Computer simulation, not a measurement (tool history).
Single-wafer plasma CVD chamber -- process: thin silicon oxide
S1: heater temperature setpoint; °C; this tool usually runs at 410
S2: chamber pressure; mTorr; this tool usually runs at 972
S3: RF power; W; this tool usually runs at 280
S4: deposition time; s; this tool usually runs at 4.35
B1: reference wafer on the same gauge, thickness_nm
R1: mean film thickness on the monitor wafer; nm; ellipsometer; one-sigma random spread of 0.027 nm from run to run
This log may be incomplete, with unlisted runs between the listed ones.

| run | day | S1 | S2 | S3 | S4 | B1 | R1 |
|---|---|---|---|---|---|---|---|
| 1 | 0.000 | 406 | 972 | 280 | 4.35 | 7.355 | 8.068 |
| 2 | 0.633 | 406 | 972 | 280 | 4.35 | 7.362 | 8.007 |
| 3 | 0.904 | 406 | 972 | 280 | 4.35 | 7.351 | 7.988 |
| 4 | 1.379 | 410 | 972 | 280 | 4.35 | 7.360 | 7.997 |
| 5 | 1.717 | 410 | 972 | 280 | 4.35 | 7.368 | 7.982 |
| 6 | 3.054 | 402 | 972 | 280 | 4.35 | 7.358 | 8.002 |
|  | 3.717 | gauge calibrated |
|  | 3.925 | showerhead replaced |
| 7 | 3.946 | 403 | 972 | 280 | 4.35 | 7.358 | 7.959 |
|  | 4.308 | capacitance manometer re-zeroed and calibrated |
| 8 | 4.329 | 410 | 972 | 280 | 4.35 | 7.356 | 8.730 |
|  | 5.325 | thermocouple changed; heater temperature recalibrated |
|  | 5.438 | RF generator calibrated |
| 9 | 5.458 | 395 | 972 | 280 | 4.35 | 7.354 | 8.863 |

Run 10 comes next. What will it give?
| 10 | 5.733 | 414 | 1100 | 245 | 5.13 | ? | ? |

B1: 7.359
R1: 10.984 nm
On a tool with no hidden condition, and with the same random variation, this run would have come out at R1 10.971 nm.
